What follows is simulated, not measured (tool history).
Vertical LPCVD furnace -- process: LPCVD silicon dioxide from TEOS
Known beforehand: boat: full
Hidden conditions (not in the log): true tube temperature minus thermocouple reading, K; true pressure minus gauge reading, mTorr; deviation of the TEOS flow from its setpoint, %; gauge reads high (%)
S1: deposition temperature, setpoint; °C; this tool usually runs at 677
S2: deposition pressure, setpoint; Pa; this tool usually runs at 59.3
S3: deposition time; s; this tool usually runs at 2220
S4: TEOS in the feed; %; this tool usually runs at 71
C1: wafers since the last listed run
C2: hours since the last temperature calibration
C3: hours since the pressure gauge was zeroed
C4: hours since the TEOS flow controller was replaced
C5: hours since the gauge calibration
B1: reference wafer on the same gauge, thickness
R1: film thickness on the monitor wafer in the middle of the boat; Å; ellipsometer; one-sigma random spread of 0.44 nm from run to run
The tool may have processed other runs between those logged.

run,hour,S1,S2,S3,S4,C1,C2,C3,C4,C5,B1,R1
1,0,677,59.3,2220,75,0,5071.4,1737.9,3353.5,939.5,189.1,1865.9
2,36.1,677,59.3,2220,75,734,5107.5,1774,3389.6,975.6,189.05,1863
3,101.5,677,59.3,2220,71,1329,5172.9,1839.4,3455,1041,189.01,1820.1
4,126.1,677,59.3,2220,71,500,5197.5,1864,3479.6,1065.6,189.11,1815.5
5,164.6,677,59.3,2220,71,782,5236,1902.5,3518.1,1104.1,188.98,1819.2
6,190.2,677,59.3,2220,71,520,5261.6,1928.1,3543.7,1129.7,188.89,1804.2
7,233,677,59.3,2220,71,870,5304.4,1970.9,3586.5,1172.5,188.88,1817.3
# hour 277.1: thermocouples replaced and temperature profile calibrated
8,277.6,677,59.3,2220,71,418,0.5,2015.5,3631.1,1217.1,188.93,1759.8
9,309.5,677,59.3,2220,71,648,32.4,2047.4,3663,1249,189.17,1761
10,381.2,677,59.3,2220,71,1458,104.1,2119.1,3734.7,1320.7,189.13,1767.5
11,446.9,677,67.3,2220,64,1336,169.8,2184.8,3800.4,1386.4,189.06,1786.2
12,489.4,677,59.3,2610,71,864,212.3,2227.3,3842.9,1428.9,188.8,2078.1
13,550.7,677,50.7,1830,84,1246,273.6,2288.6,3904.2,1490.2,188.96,1473.5
14,583.1,677,59.3,2220,75,658,306,2321,3936.6,1522.6,188.95,1822.8
15,622.8,687,50.7,2220,79,807,345.7,2360.7,3976.3,1562.3,189.03,2202
16,674.2,668,47.3,1530,59,1045,397.1,2412.1,4027.7,1613.7,188.97,799.4
17,724.2,668,59.3,1770,71,1016,447.1,2462.1,4077.7,1663.7,189.03,1131.5
# hour 761.1: pressure gauge zeroed
# hour 764: TEOS flow controller replaced
18,883.6,670,59.3,2220,71,2693,606.5,122.5,119.6,1823.1,189.13,1498.8
19,912.5,677,67.3,2220,64,587,635.4,151.4,148.5,1852,188.77,1802.4
20,984.1,682,59.3,2220,81,1455,707,223,220.1,1923.6,189.16,2151.3
21,1049.9,686,59.3,2220,71,1338,772.8,288.8,285.9,1989.4,189.07,2212.7
22,1103.6,682,48.7,2730,64,1091,826.5,342.5,339.6,2043.1,189,2141.4
23,1160.8,677,69.3,2220,80,1163,883.7,399.7,396.8,2100.3,188.95,2045.4
# hour 1301.7: gauge calibrated
24,1347.5,677,59.3,2220,84,3796,1070.4,586.4,583.5,45.8,188.89,1940.3
25,1381.8,677,59.3,2220,75,697,1104.7,620.7,617.8,80.1,189.17,1834.8
26,1494.5,671,53.3,2820,60,2291,1217.4,733.4,730.5,192.8,188.88,1712.6
27,1663.1,683,59.3,2220,77,3428,1386,902,899.1,361.4,188.79,2160.4
28,1718.8,677,49.3,3060,71,1132,1441.7,957.7,954.8,417.1,189.04,2247.4
29,1788.1,677,59.3,2220,71,1409,1511,1027,1024.1,486.4,188.94,1793.7
30,1824.7,677,59.3,2220,76,744,1547.6,1063.6,1060.7,523,188.94,1857
31,1859.6,677,59.3,2220,60,709,1582.5,1098.5,1095.6,557.9,189.01,1647.3
32,1898.3,677,45.3,2220,71,786,1621.2,1137.2,1134.3,596.6,189.13,1569.4

Give the tool's hidden conditions for every run:
true pressure minus gauge reading, mTorr: 0 across all the runs
deviation of the TEOS flow from its setpoint, %: 0 across all the runs
gauge reads high (%): 0 across all the runs
H1: true tube temperature minus thermocouple reading, K
run,H1
1,1.26
2,1.27
3,1.27
4,1.27
5,1.27
6,1.27
7,1.27
8,0.0276
9,0.0528
10,0.108
11,0.156
12,0.186
13,0.228
14,0.25
15,0.276
16,0.309
17,0.339
18,0.431
19,0.447
20,0.485
21,0.518
22,0.544
23,0.571
24,0.652
25,0.666
26,0.71
27,0.77
28,0.788
29,0.81
30,0.821
31,0.832
32,0.843
